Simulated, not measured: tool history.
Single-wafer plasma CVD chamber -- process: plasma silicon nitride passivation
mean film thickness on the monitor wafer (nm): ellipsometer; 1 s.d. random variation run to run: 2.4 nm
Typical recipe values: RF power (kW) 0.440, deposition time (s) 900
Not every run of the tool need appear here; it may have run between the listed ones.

run	hour	RF power (kW)	deposition time (s)	wafers since the last listed run	hours since the last RF generator calibration	hours since the showerhead was replaced	hours since the gauge calibration	read-back reference wafer on the same gauge, thickness_nm	mean film thickness on the monitor wafer (nm)
1	0.0	0.440	900	0	854.4	5331.5	164.2	1360.078	1285.472
2	13.8	0.440	900	40	868.2	5345.3	178.0	1359.703	1286.052
3	27.9	0.440	900	41	882.3	5359.4	192.1	1360.424	1291.549
4	38.4	0.500	900	31	892.8	5369.9	202.6	1360.197	1343.821
5	49.8	0.500	900	33	904.2	5381.3	214.0	1360.030	1341.035
6	65.6	0.500	900	46	920.0	5397.1	229.8	1360.313	1339.552
7	80.7	0.440	801	44	935.1	5412.2	244.9	1359.878	1143.256
8	91.4	0.440	801	31	945.8	5422.9	255.6	1360.702	1142.641
9	102.7	0.440	801	33	957.1	5434.2	266.9	1360.258	1144.550
# hour 103.0: gauge calibrated
10	110.3	0.510	900	22	964.7	5441.8	7.3	1359.595	1349.069
11	122.3	0.510	900	35	976.7	5453.8	19.3	1359.669	1346.575
12	132.2	0.510	900	29	986.6	5463.7	29.2	1360.204	1345.513
13	140.0	0.440	900	23	994.4	5471.5	37.0	1360.351	1282.771
14	154.4	0.355	900	42	1008.8	5485.9	51.4	1359.807	1198.784
# hour 164.3: RF generator calibrated
15	166.6	0.440	900	12	2.3	5498.1	63.6	1360.040	1321.657
16	176.5	0.440	900	29	12.2	5508.0	73.5	1360.414	1321.875
17	191.6	0.360	1077	44	27.3	5523.1	88.6	1360.336	1485.210
18	198.0	0.440	788	18	33.7	5529.5	95.0	1359.859	1156.188
19	214.7	0.360	1077	49	50.4	5546.2	111.7	1360.035	1479.984
20	230.8	0.400	811	47	66.5	5562.3	127.8	1359.811	1154.209
# hour 242.0: showerhead replaced
21	242.5	0.440	900	10	78.2	0.5	139.5	1360.256	1318.892
22	252.5	0.420	1005	29	88.2	10.5	149.5	1359.637	1453.434
23	264.3	0.410	900	35	100.0	22.3	161.3	1360.501	1290.036
24	278.0	0.390	832	40	113.7	36.0	175.0	1360.337	1175.570
25	286.4	0.375	1070	24	122.1	44.4	183.4	1360.183	1489.854
26	302.3	0.365	900	47	138.0	60.3	199.3	1359.806	1243.410
27	317.1	0.390	949	43	152.8	75.1	214.1	1359.883	1337.582

For each entry between runs, how does the tool's hidden state at the last listed run before it compare with that at the first listed run after it?
In the gap between runs 9 and 10: gauge calibrated (hour 103.0)
  delivered RF power above the setpoint (%): -8.74 -> -8.81
  the result without the hidden state subtracted from the measured one, mean film thickness on the monitor wafer (nm): -33.173 -> -39.422
In the gap between runs 14 and 15: RF generator calibrated (hour 164.3)
  delivered RF power above the setpoint (%): -9.2 -> -0.0595
  the result without the hidden state subtracted from the measured one, mean film thickness on the monitor wafer (nm): -36.694 -> -0.245
In the gap between runs 20 and 21: showerhead replaced (hour 242.0)
  delivered RF power above the setpoint (%): -0.63 -> -0.734
  the result without the hidden state subtracted from the measured one, mean film thickness on the monitor wafer (nm): -2.276 -> -3.031

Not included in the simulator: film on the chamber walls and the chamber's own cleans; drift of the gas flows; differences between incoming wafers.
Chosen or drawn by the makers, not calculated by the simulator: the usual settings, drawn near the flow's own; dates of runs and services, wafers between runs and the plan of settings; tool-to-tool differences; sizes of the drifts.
